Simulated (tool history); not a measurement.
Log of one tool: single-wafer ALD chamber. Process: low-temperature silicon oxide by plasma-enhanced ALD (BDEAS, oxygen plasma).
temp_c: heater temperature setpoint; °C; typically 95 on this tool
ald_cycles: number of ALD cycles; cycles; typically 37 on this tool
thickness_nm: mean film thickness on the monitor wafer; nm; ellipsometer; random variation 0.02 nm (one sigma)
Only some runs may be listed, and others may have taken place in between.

run     day  temp_c  ald_cycles  read-back reference wafer on the same gauge, thickness_nm  thickness_nm
  1       0      95          37                                                      6.335         5.754
  2   2.758      95          35                                                      6.347         5.435
  3   5.638     107          37                                                      6.349         5.604
  4   7.179      95          37                                                       6.34         5.766
  5  13.533      95          37                                                      6.348         5.794
  6  15.604      95          37                                                       6.33         5.769
  7  17.875      95          41                                                      6.339         6.405
  8  20.683      95          41                                                       6.34         6.364
  9  23.529      95          41                                                      6.346         6.446
 10  24.758      86          39                                                      6.331         6.277
 11    26.4      86          39                                                      6.329         6.272
     27.288  -- gauge calibrated
 12  28.475      95          37                                                      6.339         5.807
 13  30.292      95          37                                                      6.329         5.852
 14  32.725      95          37                                                      6.344          5.84
     33.812  -- thermocouple changed; heater temperature recalibrated
 15  34.433      95          33                                                      6.337         5.259
 16  36.767      95          33                                                      6.346         5.254
 17  38.808      82          41                                                      6.334         6.745
 18  39.842      95          37                                                      6.349         5.869
 19  41.475      85          35                                                      6.345         5.711
 20    43.4      86          30                                                      6.341         4.907
 21  45.667     102          42                                                      6.337         6.504
     46.967  -- thermocouple changed; heater temperature recalibrated, repeated, since the last time left the tool worse
 22  47.146      88          43                                                      6.331         6.812
 23  48.417      91          43                                                      6.339         6.743
 24  49.621      87          43                                                      6.339         6.834
 25  50.812     103          44                                                      6.343         6.625
 26  52.262      95          37                                                      6.337         5.685
 27  54.325     103          43                                                      6.333         6.549
 28  55.421      89          35                                                       6.35         5.514
 29  58.408      84          37                                                      6.341         5.905
 30  61.392     104          32                                                      6.337         4.839
 31   67.95      95          33                                                      6.346         5.107
 32  70.412     106          32                                                      6.349         4.827
 33  73.021      83          33                                                      6.343         5.319

Here are 5 independent what-if runs from the current tool condition. What would each one return?
  A  73.042      95          37                                                          ?             ?
  B  73.042      85          34                                                          ?             ?
  C  73.042     105          32                                                          ?             ?
  D  73.042     109          33                                                          ?             ?
  E  73.042      95          32                                                          ?             ?

run  read-back reference wafer on the same gauge, thickness_nm  thickness_nm
  A                                                       6.34         5.727
  B                                                       6.34         5.427
  C                                                       6.34         4.835
  D                                                       6.34         4.954
  E                                                       6.34         4.953
What these runs would have given with no unlogged condition in the tool:
run  thickness_nm
  A         5.735
  B         5.435
  C         4.839
  D         4.958
  E          4.96
